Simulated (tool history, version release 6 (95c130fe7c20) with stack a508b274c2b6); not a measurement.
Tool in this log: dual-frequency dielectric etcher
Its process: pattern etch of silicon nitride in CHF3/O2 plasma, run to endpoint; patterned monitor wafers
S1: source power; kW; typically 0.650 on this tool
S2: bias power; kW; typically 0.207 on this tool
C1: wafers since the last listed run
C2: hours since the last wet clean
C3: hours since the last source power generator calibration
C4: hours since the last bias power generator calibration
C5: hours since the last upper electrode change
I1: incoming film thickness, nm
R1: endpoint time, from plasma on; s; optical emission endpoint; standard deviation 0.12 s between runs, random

run	hour	S1	S2	C1	C2	C3	C4	C5	I1	R1
1	0.0	0.570	0.207	0	335.8	3865.3	3220.1	3303.8	68.8	40.8
2	8.5	0.650	0.207	104	344.3	3873.8	3228.6	3312.3	68.2	37.9
3	28.3	0.650	0.207	243	364.1	3893.6	3248.4	3332.1	68.7	38.4
4	47.9	0.650	0.207	240	383.7	3913.2	3268.0	3351.7	68.1	38.3
5	60.9	0.600	0.207	159	396.7	3926.2	3281.0	3364.7	68.3	39.1
6	75.3	0.760	0.207	176	411.1	3940.6	3295.4	3379.1	68.8	36.0
7	84.3	0.760	0.207	110	420.1	3949.6	3304.4	3388.1	68.7	35.8
8	94.1	0.530	0.207	120	429.9	3959.4	3314.2	3397.9	69.3	41.7
9	111.5	0.530	0.207	213	447.3	3976.8	3331.6	3415.3	68.9	41.5
# hour 124.2: bias power generator calibrated
10	126.1	0.650	0.233	130	461.9	3991.4	1.9	3429.9	68.8	36.7
11	137.8	0.780	0.207	143	473.6	4003.1	13.6	3441.6	68.6	35.3

For run 12, what comes out?
# hour 159.3: source power generator calibrated
# hour 176.1: upper electrode replaced
12	176.6	0.650	0.207	220	512.4	17.3	52.4	0.5	69.0	?

{"run 12": {"R1": 38.2}}
Had the tool carried no hidden state, the very same run would have given R1 40.0 s.

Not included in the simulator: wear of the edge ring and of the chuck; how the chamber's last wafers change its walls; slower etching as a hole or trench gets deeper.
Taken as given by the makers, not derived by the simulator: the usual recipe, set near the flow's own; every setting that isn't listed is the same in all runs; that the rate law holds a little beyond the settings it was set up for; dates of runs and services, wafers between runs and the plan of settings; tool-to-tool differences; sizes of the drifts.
